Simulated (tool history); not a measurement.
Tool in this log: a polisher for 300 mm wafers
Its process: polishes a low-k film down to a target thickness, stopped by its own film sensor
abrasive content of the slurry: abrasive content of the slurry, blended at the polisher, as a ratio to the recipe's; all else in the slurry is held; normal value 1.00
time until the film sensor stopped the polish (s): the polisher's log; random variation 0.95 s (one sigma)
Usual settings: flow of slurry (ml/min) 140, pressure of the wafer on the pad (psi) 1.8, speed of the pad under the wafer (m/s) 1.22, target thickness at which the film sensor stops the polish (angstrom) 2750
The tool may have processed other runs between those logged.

run	hour	flow of slurry (ml/min)	pressure of the wafer on the pad (psi)	speed of the pad under the wafer (m/s)	abrasive content of the slurry	target thickness at which the film sensor stops the polish (angstrom)	wafers since the last listed run	wafers polished on this pad	hours since the slurry nozzle was cleaned	hours since the head pressure was calibrated	hours since the slurry blender was calibrated	hours since the conditioning disc was replaced	incoming thickness of the incoming film, nm	time until the film sensor stopped the polish (s)
1	0.0	140	1.8	1.22	1.00	2750	0	494	5.0	1145.9	304.5	4.9	307.8	70.3
2	11.4	140	1.8	1.22	1.00	2750	142	636	16.4	1157.3	315.9	16.3	309.3	75.7
3	27.8	140	1.8	1.22	1.00	2750	204	841	32.8	1173.7	332.3	32.7	306.5	70.3
# hour 37.6: slurry blender recalibrated
4	43.1	140	1.8	1.22	1.00	2750	166	1007	48.1	1189.0	5.5	48.0	313.3	87.3
5	55.5	140	1.8	1.22	1.00	2750	154	1162	60.5	1201.4	17.9	60.4	311.4	83.6
# hour 60.1: worn pad replaced by a new one
6	66.6	170	1.8	1.22	1.00	2750	88	81	71.6	1212.5	29.0	71.5	308.4	66.2
7	81.5	140	1.8	1.22	1.00	2750	186	267	86.5	1227.4	43.9	86.4	309.6	71.4
8	94.5	175	1.8	1.22	1.00	2750	162	429	99.5	1240.4	56.9	99.4	315.3	82.3
# hour 122.7: head pressure recalibrated
9	136.2	140	1.8	1.48	1.00	2710	496	925	141.2	13.5	98.6	141.1	310.2	78.0
10	147.0	140	2.3	1.22	1.00	2750	134	1060	152.0	24.3	109.4	151.9	308.2	61.8
11	158.1	140	1.5	1.22	1.00	2850	138	1199	163.1	35.4	120.5	163.0	310.8	64.4
# hour 165.7: worn pad replaced by a new one, of another model than before
12	167.2	140	1.8	1.22	1.00	2750	63	18	172.2	44.5	129.6	172.1	303.8	58.2
13	179.6	140	1.8	1.22	1.00	2750	154	173	184.6	56.9	142.0	184.5	309.8	71.9
14	187.1	170	1.6	1.22	0.80	2750	93	267	192.1	64.4	149.5	192.0	304.3	74.7
15	202.6	140	1.8	1.02	1.00	2750	193	461	207.6	79.9	165.0	207.5	310.5	81.9
16	219.8	140	1.8	1.22	1.00	2750	214	675	224.8	97.1	182.2	224.7	309.3	73.1
17	226.5	180	1.8	1.22	0.85	2750	83	759	231.5	103.8	188.9	231.4	306.4	71.5
18	244.2	140	1.8	1.22	1.00	2750	221	980	249.2	121.5	206.6	249.1	312.3	84.2
# hour 247.0: conditioning disc replaced and pad reconditioned
19	253.9	140	1.8	1.22	1.00	2750	96	1076	258.9	131.2	216.3	6.9	305.9	70.4
20	265.1	140	1.8	1.46	1.00	2750	139	1216	270.1	142.4	227.5	18.1	309.5	70.8
21	281.0	175	1.5	1.58	1.10	2750	198	1415	286.0	158.3	243.4	34.0	312.5	79.9
# hour 291.2: worn pad replaced by a new one
22	295.4	140	2.4	1.22	1.00	2750	129	52	300.4	172.7	257.8	48.4	312.4	56.8
23	317.0	170	1.8	1.22	0.90	2820	269	322	322.0	194.3	279.4	70.0	312.8	66.6
24	325.1	140	1.8	1.22	1.00	2750	101	423	330.1	202.4	287.5	78.1	310.2	75.4
25	342.3	140	1.8	1.22	0.75	2750	214	638	347.3	219.6	304.7	95.3	316.6	108.4
26	358.4	140	1.8	1.22	1.00	2750	201	839	363.4	235.7	320.8	111.4	314.1	89.3

Here are 4 independent what-if runs from the current tool condition. What would each one return?
A	358.8	140	1.8	1.40	1.00	2750	4	844	363.8	236.1	321.2	111.8	304.2	?
B	358.8	95	1.8	1.22	1.00	2810	4	844	363.8	236.1	321.2	111.8	304.2	?
C	358.8	160	1.6	1.34	1.00	2840	4	844	363.8	236.1	321.2	111.8	304.2	?
D	358.8	115	1.3	1.22	0.80	2820	4	844	363.8	236.1	321.2	111.8	304.2	?

run	time until the film sensor stopped the polish (s)
A	60.6
B	64.5
C	46.5
D	84.6
Stripped of hidden state, with their random variation kept, the same runs would have yielded:
run	time until the film sensor stopped the polish (s)
A	52.7
B	56.1
C	40.4
D	73.5
